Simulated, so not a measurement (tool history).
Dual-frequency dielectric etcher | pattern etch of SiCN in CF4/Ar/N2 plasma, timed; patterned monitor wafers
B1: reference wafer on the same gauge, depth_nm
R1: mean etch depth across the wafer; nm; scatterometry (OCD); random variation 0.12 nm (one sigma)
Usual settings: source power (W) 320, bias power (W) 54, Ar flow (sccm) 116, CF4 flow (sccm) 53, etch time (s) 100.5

{"run": 1, "hour": 0.0, "source power (W)": 320, "bias power (W)": 54, "Ar flow (sccm)": 116, "CF4 flow (sccm)": 53, "etch time (s)": 100.5, "B1": 50.3, "R1": 52.8}
{"run": 2, "hour": 20.2, "source power (W)": 320, "bias power (W)": 54, "Ar flow (sccm)": 116, "CF4 flow (sccm)": 53, "etch time (s)": 100.5, "B1": 50.3, "R1": 52.8}
{"run": 3, "hour": 47.0, "source power (W)": 320, "bias power (W)": 54, "Ar flow (sccm)": 116, "CF4 flow (sccm)": 53, "etch time (s)": 100.5, "B1": 50.3, "R1": 52.6}
{"hour": 83.3, "done": "wet clean of the chamber"}
{"run": 4, "hour": 110.8, "source power (W)": 320, "bias power (W)": 54, "Ar flow (sccm)": 116, "CF4 flow (sccm)": 53, "etch time (s)": 100.5, "B1": 50.3, "R1": 53.4}
{"hour": 153.3, "done": "upper electrode replaced"}
{"run": 5, "hour": 153.8, "source power (W)": 320, "bias power (W)": 54, "Ar flow (sccm)": 116, "CF4 flow (sccm)": 53, "etch time (s)": 100.5, "B1": 50.3, "R1": 53.7}
{"run": 6, "hour": 155.3, "source power (W)": 320, "bias power (W)": 54, "Ar flow (sccm)": 116, "CF4 flow (sccm)": 53, "etch time (s)": 100.5, "B1": 50.3, "R1": 53.7}
{"hour": 165.9, "done": "source power generator calibrated"}
{"hour": 166.6, "done": "CF4 flow controller replaced"}
{"run": 7, "hour": 172.4, "source power (W)": 250, "bias power (W)": 54, "Ar flow (sccm)": 116, "CF4 flow (sccm)": 53, "etch time (s)": 100.5, "B1": 50.3, "R1": 41.0}
{"hour": 185.3, "done": "Ar flow controller replaced"}
{"run": 8, "hour": 199.8, "source power (W)": 320, "bias power (W)": 54, "Ar flow (sccm)": 116, "CF4 flow (sccm)": 53, "etch time (s)": 130.0, "B1": 50.3, "R1": 69.1}
{"run": 9, "hour": 214.5, "source power (W)": 390, "bias power (W)": 54, "Ar flow (sccm)": 116, "CF4 flow (sccm)": 53, "etch time (s)": 100.5, "B1": 50.3, "R1": 65.8}
{"run": 10, "hour": 249.9, "source power (W)": 320, "bias power (W)": 54, "Ar flow (sccm)": 103, "CF4 flow (sccm)": 53, "etch time (s)": 100.5, "B1": 50.3, "R1": 54.3}
{"run": 11, "hour": 273.2, "source power (W)": 320, "bias power (W)": 54, "Ar flow (sccm)": 116, "CF4 flow (sccm)": 53, "etch time (s)": 100.5, "B1": 50.3, "R1": 53.2}
{"hour": 286.8, "done": "gauge calibrated"}
{"run": 12, "hour": 299.8, "source power (W)": 320, "bias power (W)": 54, "Ar flow (sccm)": 116, "CF4 flow (sccm)": 53, "etch time (s)": 100.5, "B1": 50.3, "R1": 53.3}
{"hour": 318.3, "done": "bias power generator calibrated"}
{"run": 13, "hour": 335.1, "source power (W)": 320, "bias power (W)": 67, "Ar flow (sccm)": 139, "CF4 flow (sccm)": 45, "etch time (s)": 113.0, "B1": 50.3, "R1": 60.1}
{"run": 14, "hour": 348.4, "source power (W)": 320, "bias power (W)": 54, "Ar flow (sccm)": 116, "CF4 flow (sccm)": 53, "etch time (s)": 100.5, "B1": 50.3, "R1": 53.2}
{"run": 15, "hour": 374.8, "source power (W)": 320, "bias power (W)": 54, "Ar flow (sccm)": 90, "CF4 flow (sccm)": 42, "etch time (s)": 100.5, "B1": 50.3, "R1": 52.9}
{"run": 16, "hour": 405.3, "source power (W)": 320, "bias power (W)": 54, "Ar flow (sccm)": 116, "CF4 flow (sccm)": 53, "etch time (s)": 92.0, "B1": 50.3, "R1": 48.6}
{"run": 17, "hour": 429.0, "source power (W)": 320, "bias power (W)": 54, "Ar flow (sccm)": 102, "CF4 flow (sccm)": 53, "etch time (s)": 100.5, "B1": 50.3, "R1": 54.0}
{"run": 18, "hour": 452.8, "source power (W)": 320, "bias power (W)": 54, "Ar flow (sccm)": 93, "CF4 flow (sccm)": 53, "etch time (s)": 100.5, "B1": 50.3, "R1": 55.1}
{"hour": 482.4, "done": "wet clean of the chamber"}
{"run": 19, "hour": 482.9, "source power (W)": 320, "bias power (W)": 54, "Ar flow (sccm)": 116, "CF4 flow (sccm)": 53, "etch time (s)": 100.5, "B1": 50.3, "R1": 53.7}
{"run": 20, "hour": 494.7, "source power (W)": 320, "bias power (W)": 54, "Ar flow (sccm)": 116, "CF4 flow (sccm)": 53, "etch time (s)": 100.5, "B1": 50.3, "R1": 53.5}
{"run": 21, "hour": 510.6, "source power (W)": 320, "bias power (W)": 54, "Ar flow (sccm)": 116, "CF4 flow (sccm)": 53, "etch time (s)": 100.5, "B1": 50.3, "R1": 53.5}
{"run": 22, "hour": 527.9, "source power (W)": 320, "bias power (W)": 54, "Ar flow (sccm)": 116, "CF4 flow (sccm)": 40, "etch time (s)": 100.5, "B1": 50.3, "R1": 50.2}

Forecast each of these 3 alternatives for the next run:
{"run": "A", "hour": 528.3, "source power (W)": 320, "bias power (W)": 54, "Ar flow (sccm)": 116, "CF4 flow (sccm)": 53, "etch time (s)": 100.5, "B1": "?", "R1": "?"}
{"run": "B", "hour": 528.3, "source power (W)": 320, "bias power (W)": 54, "Ar flow (sccm)": 116, "CF4 flow (sccm)": 42, "etch time (s)": 100.5, "B1": "?", "R1": "?"}
{"run": "C", "hour": 528.3, "source power (W)": 320, "bias power (W)": 65, "Ar flow (sccm)": 106, "CF4 flow (sccm)": 53, "etch time (s)": 100.5, "B1": "?", "R1": "?"}

run=A B1=50.3 R1=53.5
run=B B1=50.3 R1=50.7
run=C B1=50.3 R1=58.0
Without the tool's hidden state the same runs would have given:
run=A R1=53.6
run=B R1=50.8
run=C R1=58.0
